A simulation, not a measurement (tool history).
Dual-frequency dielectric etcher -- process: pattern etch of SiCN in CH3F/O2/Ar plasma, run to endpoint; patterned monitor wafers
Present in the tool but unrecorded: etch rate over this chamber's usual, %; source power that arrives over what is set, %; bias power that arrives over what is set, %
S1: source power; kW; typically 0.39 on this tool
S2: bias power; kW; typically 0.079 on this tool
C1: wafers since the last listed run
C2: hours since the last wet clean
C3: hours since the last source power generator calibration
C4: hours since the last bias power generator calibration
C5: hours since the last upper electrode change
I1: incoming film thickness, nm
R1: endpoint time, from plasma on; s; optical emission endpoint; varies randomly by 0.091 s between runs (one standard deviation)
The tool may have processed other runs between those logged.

run 1 hour=0 | S1=0.34 S2=0.094 | C1=0 C2=149 C3=3105.5 C4=1348.3 C5=4822 | I1=13.02 | R1=30
run 2 hour=16.5 | S1=0.34 S2=0.094 | C1=296 C2=165.5 C3=3122 C4=1364.8 C5=4838.5 | I1=12.99 | R1=30
run 3 hour=28.7 | S1=0.34 S2=0.094 | C1=219 C2=177.7 C3=3134.2 C4=1377 C5=4850.7 | I1=12.98 | R1=29.9
run 4 hour=64.5 | S1=0.39 S2=0.079 | C1=644 C2=213.5 C3=3170 C4=1412.8 C5=4886.5 | I1=13.07 | R1=30.3
run 5 hour=114.5 | S1=0.39 S2=0.079 | C1=899 C2=263.5 C3=3220 C4=1462.8 C5=4936.5 | I1=13.05 | R1=30.1
run 6 hour=147.1 | S1=0.39 S2=0.079 | C1=586 C2=296.1 C3=3252.6 C4=1495.4 C5=4969.1 | I1=13.02 | R1=30
run 7 hour=176.7 | S1=0.39 S2=0.079 | C1=532 C2=325.7 C3=3282.2 C4=1525 C5=4998.7 | I1=13.06 | R1=30
run 8 hour=211.2 | S1=0.39 S2=0.079 | C1=620 C2=360.2 C3=3316.7 C4=1559.5 C5=5033.2 | I1=13.02 | R1=30
run 9 hour=226.9 | S1=0.39 S2=0.079 | C1=282 C2=375.9 C3=3332.4 C4=1575.2 C5=5048.9 | I1=13 | R1=30
run 10 hour=261 | S1=0.39 S2=0.079 | C1=613 C2=410 C3=3366.5 C4=1609.3 C5=5083 | I1=13.11 | R1=30.2
run 11 hour=280.8 | S1=0.44 S2=0.079 | C1=356 C2=429.8 C3=3386.3 C4=1629.1 C5=5102.8 | I1=12.98 | R1=28.6
run 12 hour=314.6 | S1=0.44 S2=0.079 | C1=608 C2=463.6 C3=3420.1 C4=1662.9 C5=5136.6 | I1=12.88 | R1=28.3
run 13 hour=332.4 | S1=0.39 S2=0.079 | C1=320 C2=481.4 C3=3437.9 C4=1680.7 C5=5154.4 | I1=12.81 | R1=29.6
run 14 hour=349.2 | S1=0.39 S2=0.079 | C1=302 C2=498.2 C3=3454.7 C4=1697.5 C5=5171.2 | I1=12.94 | R1=29.6
run 15 hour=374.9 | S1=0.39 S2=0.07 | C1=462 C2=523.9 C3=3480.4 C4=1723.2 C5=5196.9 | I1=12.88 | R1=30.8
-- hour=399.2 bias power generator calibrated
-- hour=410.6 wet clean of the chamber
-- hour=428.1 upper electrode replaced
run 16 hour=428.6 | S1=0.42 S2=0.098 | C1=373 C2=18 C3=3534.1 C4=29.4 C5=0.5 | I1=12.95 | R1=27.5

Run 17 is up next; what results do you expect?
run 17 hour=440.8 | S1=0.45 S2=0.066 | C1=219 C2=30.2 C3=3546.3 C4=41.6 C5=12.7 | I1=13.2 | R1=?

{"run 17": {"R1": 31}}
Were there no unlogged condition in the tool, this run, its random variation unchanged, would have produced R1 30.8 s.
